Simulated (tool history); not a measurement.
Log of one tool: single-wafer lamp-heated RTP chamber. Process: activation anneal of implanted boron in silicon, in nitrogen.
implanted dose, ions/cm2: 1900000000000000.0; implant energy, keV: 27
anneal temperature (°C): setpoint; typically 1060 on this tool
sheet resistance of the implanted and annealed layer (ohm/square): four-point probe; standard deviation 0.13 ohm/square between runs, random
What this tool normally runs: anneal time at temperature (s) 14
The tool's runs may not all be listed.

run	hour	anneal temperature (°C)	anneal time at temperature (s)	wafers since the last listed run	wafers since the last pyrometer calibration	wafers since the reflector plate was cleaned	hours since the gauge calibration	read-back reference wafer on the same gauge, sheet resistance	sheet resistance of the implanted and annealed layer (ohm/square)
1	0.0	1060	14	0	9544	11237	96.5	64.95	62.04
2	42.8	1060	14	958	10502	12196	139.3	64.89	61.92
# hour 116.5: reflector plate cleaned
3	141.5	1060	14	2031	12533	559	238.0	64.87	62.32
# hour 158.2: pyrometer window cleaned and pyrometer calibrated
4	219.8	1060	14	1574	1379	2133	316.3	64.92	62.01
5	397.7	1060	14	3983	5363	6117	494.2	64.86	62.12
6	457.7	1060	10	1343	6707	7460	554.2	64.91	62.47
7	565.5	1060	10	2414	9121	9874	662.0	64.88	62.48
8	637.1	1060	10	1603	10724	11478	733.6	64.90	62.62
# hour 651.2: reflector plate cleaned
9	696.6	1052	11	1153	11878	1017	793.1	64.89	63.21
10	783.6	1060	14	1948	13826	2965	880.1	64.83	62.04
# hour 830.4: pyrometer window cleaned and pyrometer calibrated
11	880.6	1060	14	1993	1123	4959	977.1	64.90	61.76
12	974.0	1060	14	2091	3215	7050	1070.5	64.93	62.28
13	1038.3	1060	14	1439	4655	8490	1134.8	64.93	62.01
14	1092.2	1060	14	1207	5862	9697	1188.7	64.82	62.29
15	1161.3	1060	14	1547	7409	11245	1257.8	64.88	61.93
# hour 1202.2: reflector plate cleaned
16	1262.2	1060	17	2080	9490	1342	1358.7	64.90	61.80
17	1336.6	1043	16	1666	11156	3008	1433.1	64.85	63.59
# hour 1399.6: pyrometer window cleaned and pyrometer calibrated
18	1411.7	1068	19	1502	271	4511	1508.2	64.90	61.27
19	1488.9	1060	14	1728	1999	6240	1585.4	64.86	62.08
20	1547.4	1060	14	1310	3309	7550	1643.9	64.97	62.17
# hour 1590.2: gauge calibrated
21	1627.1	1032	17	1784	5094	9335	36.9	64.85	64.62
22	1694.4	1060	14	1507	6601	10842	104.2	64.90	62.13
23	1738.0	1083	14	976	7578	11818	147.8	64.92	60.83
24	1774.8	1034	14	824	8402	12642	184.6	64.91	64.75
# hour 1831.1: reflector plate cleaned
25	2065.0	1081	8	6319	14721	5238	474.8	64.92	61.76
# hour 2081.1: pyrometer window cleaned and pyrometer calibrated
26	2159.2	1040	7	1930	1749	7168	569.0	64.90	65.45
27	2238.2	1060	14	1769	3518	8937	648.0	64.89	62.00
# hour 2460.1: reflector plate cleaned
28	2534.9	1050	10	6465	9983	1674	944.7	64.87	63.31
29	2593.4	1043	9	1310	11293	2984	1003.2	64.89	64.63
# hour 2619.8: pyrometer window cleaned and pyrometer calibrated
30	2658.4	1047	18	1276	864	4261	1068.2	64.87	62.64
31	2741.5	1042	11	1860	2725	6122	1151.3	64.93	64.48
32	2837.6	1086	19	2152	4877	8274	1247.4	64.92	60.02
33	2888.9	1034	14	1148	6026	9423	1298.7	64.87	64.82
34	2971.3	1070	21	1845	7871	11268	1381.1	64.91	60.54

How the hidden state differs across the entries between the runs, from the last listed run before each to the first after it:
From run 2 to run 3: reflector plate cleaned (hour 116.5)
  the hidden state is the same at both runs
From run 3 to run 4: pyrometer window cleaned and pyrometer calibrated (hour 158.2)
  the hidden state is the same at both runs
From run 8 to run 9: reflector plate cleaned (hour 651.2)
  the hidden state is the same at both runs
From run 10 to run 11: pyrometer window cleaned and pyrometer calibrated (hour 830.4)
  the hidden state is the same at both runs
From run 15 to run 16: reflector plate cleaned (hour 1202.2)
  the hidden state is the same at both runs
From run 17 to run 18: pyrometer window cleaned and pyrometer calibrated (hour 1399.6)
  the hidden state is the same at both runs
From run 20 to run 21: gauge calibrated (hour 1590.2)
  the hidden state is the same at both runs
From run 24 to run 25: reflector plate cleaned (hour 1831.1)
  the hidden state is the same at both runs
From run 25 to run 26: pyrometer window cleaned and pyrometer calibrated (hour 2081.1)
  the hidden state is the same at both runs
From run 27 to run 28: reflector plate cleaned (hour 2460.1)
  the hidden state is the same at both runs
From run 29 to run 30: pyrometer window cleaned and pyrometer calibrated (hour 2619.8)
  the hidden state is the same at both runs
